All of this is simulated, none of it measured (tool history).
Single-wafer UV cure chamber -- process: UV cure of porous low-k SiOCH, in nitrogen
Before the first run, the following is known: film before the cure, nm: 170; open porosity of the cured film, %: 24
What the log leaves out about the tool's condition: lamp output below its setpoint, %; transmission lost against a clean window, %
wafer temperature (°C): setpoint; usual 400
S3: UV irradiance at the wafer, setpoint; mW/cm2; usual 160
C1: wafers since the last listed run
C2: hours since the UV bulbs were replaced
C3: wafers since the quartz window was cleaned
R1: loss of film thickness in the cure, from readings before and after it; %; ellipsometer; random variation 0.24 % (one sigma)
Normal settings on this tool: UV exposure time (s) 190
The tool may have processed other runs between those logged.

{"run": 1, "day": 0.0, "wafer temperature (°C)": 406, "UV exposure time (s)": 190, "S3": 160, "C1": 0, "C2": 441.2, "C3": 527, "R1": 14.809}
{"run": 2, "day": 1.675, "wafer temperature (°C)": 400, "UV exposure time (s)": 190, "S3": 160, "C1": 289, "C2": 481.4, "C3": 816, "R1": 14.22}
{"run": 3, "day": 3.367, "wafer temperature (°C)": 400, "UV exposure time (s)": 190, "S3": 160, "C1": 292, "C2": 522, "C3": 1108, "R1": 14.277}
{"run": 4, "day": 5.454, "wafer temperature (°C)": 400, "UV exposure time (s)": 190, "S3": 160, "C1": 360, "C2": 572.1, "C3": 1469, "R1": 14.339}
{"run": 5, "day": 7.212, "wafer temperature (°C)": 400, "UV exposure time (s)": 190, "S3": 180, "C1": 303, "C2": 614.3, "C3": 1773, "R1": 14.551}
{"run": 6, "day": 8.725, "wafer temperature (°C)": 400, "UV exposure time (s)": 220, "S3": 160, "C1": 261, "C2": 650.6, "C3": 2034, "R1": 14.363}
{"run": 7, "day": 11.1, "wafer temperature (°C)": 400, "UV exposure time (s)": 220, "S3": 160, "C1": 410, "C2": 707.6, "C3": 2444, "R1": 13.917}
{"run": 8, "day": 12.312, "wafer temperature (°C)": 400, "UV exposure time (s)": 190, "S3": 160, "C1": 209, "C2": 736.7, "C3": 2653, "R1": 13.337}
{"run": 9, "day": 14.283, "wafer temperature (°C)": 400, "UV exposure time (s)": 190, "S3": 160, "C1": 340, "C2": 784, "C3": 2994, "R1": 13.07}
{"run": 10, "day": 15.542, "wafer temperature (°C)": 400, "UV exposure time (s)": 190, "S3": 185, "C1": 217, "C2": 814.2, "C3": 3211, "R1": 13.794}
{"run": 11, "day": 18.429, "wafer temperature (°C)": 408, "UV exposure time (s)": 250, "S3": 193, "C1": 498, "C2": 883.5, "C3": 3710, "R1": 14.675}
{"run": 12, "day": 19.892, "wafer temperature (°C)": 380, "UV exposure time (s)": 100, "S3": 147, "C1": 252, "C2": 918.6, "C3": 3962, "R1": 8.589}
{"run": 13, "day": 21.808, "wafer temperature (°C)": 400, "UV exposure time (s)": 190, "S3": 160, "C1": 331, "C2": 964.6, "C3": 4293, "R1": 12.25}
{"day": 22.954, "done": "quartz window cleaned"}
{"day": 23.708, "done": "UV bulbs replaced"}
{"run": 14, "day": 24.092, "wafer temperature (°C)": 414, "UV exposure time (s)": 255, "S3": 180, "C1": 279, "C2": 9.2, "C3": 138, "R1": 17.615}
{"run": 15, "day": 26.792, "wafer temperature (°C)": 400, "UV exposure time (s)": 190, "S3": 175, "C1": 466, "C2": 74, "C3": 604, "R1": 15.494}
{"run": 16, "day": 28.621, "wafer temperature (°C)": 406, "UV exposure time (s)": 190, "S3": 177, "C1": 315, "C2": 117.9, "C3": 920, "R1": 15.492}
{"run": 17, "day": 30.754, "wafer temperature (°C)": 411, "UV exposure time (s)": 240, "S3": 184, "C1": 368, "C2": 169.1, "C3": 1289, "R1": 17.284}
{"run": 18, "day": 32.538, "wafer temperature (°C)": 400, "UV exposure time (s)": 190, "S3": 160, "C1": 307, "C2": 211.9, "C3": 1597, "R1": 14.442}
{"run": 19, "day": 33.817, "wafer temperature (°C)": 390, "UV exposure time (s)": 80, "S3": 139, "C1": 220, "C2": 242.6, "C3": 1818, "R1": 9.288}
{"run": 20, "day": 36.412, "wafer temperature (°C)": 400, "UV exposure time (s)": 255, "S3": 160, "C1": 448, "C2": 304.9, "C3": 2266, "R1": 15.567}
{"run": 21, "day": 38.275, "wafer temperature (°C)": 400, "UV exposure time (s)": 190, "S3": 149, "C1": 321, "C2": 349.6, "C3": 2588, "R1": 13.709}

Predict each of these 5 candidate next runs independently; none follows another, all start after run 21:
{"run": "A", "day": 38.296, "wafer temperature (°C)": 400, "UV exposure time (s)": 190, "S3": 160, "C1": 3, "C2": 350.1, "C3": 2591, "R1": "?"}
{"run": "B", "day": 38.296, "wafer temperature (°C)": 400, "UV exposure time (s)": 120, "S3": 160, "C1": 3, "C2": 350.1, "C3": 2591, "R1": "?"}
{"run": "C", "day": 38.296, "wafer temperature (°C)": 386, "UV exposure time (s)": 225, "S3": 123, "C1": 3, "C2": 350.1, "C3": 2591, "R1": "?"}
{"run": "D", "day": 38.296, "wafer temperature (°C)": 405, "UV exposure time (s)": 290, "S3": 123, "C1": 3, "C2": 350.1, "C3": 2591, "R1": "?"}
{"run": "E", "day": 38.296, "wafer temperature (°C)": 400, "UV exposure time (s)": 115, "S3": 172, "C1": 3, "C2": 350.1, "C3": 2591, "R1": "?"}

run=A R1=14.351
run=B R1=12.046
run=C R1=13.592
run=D R1=15.277
run=E R1=12.192
Take away the tool's hidden state, keep each run's random variation, and the runs would have read:
run=A R1=15.453
run=B R1=13.099
run=C R1=14.68
run=D R1=16.392
run=E R1=13.248
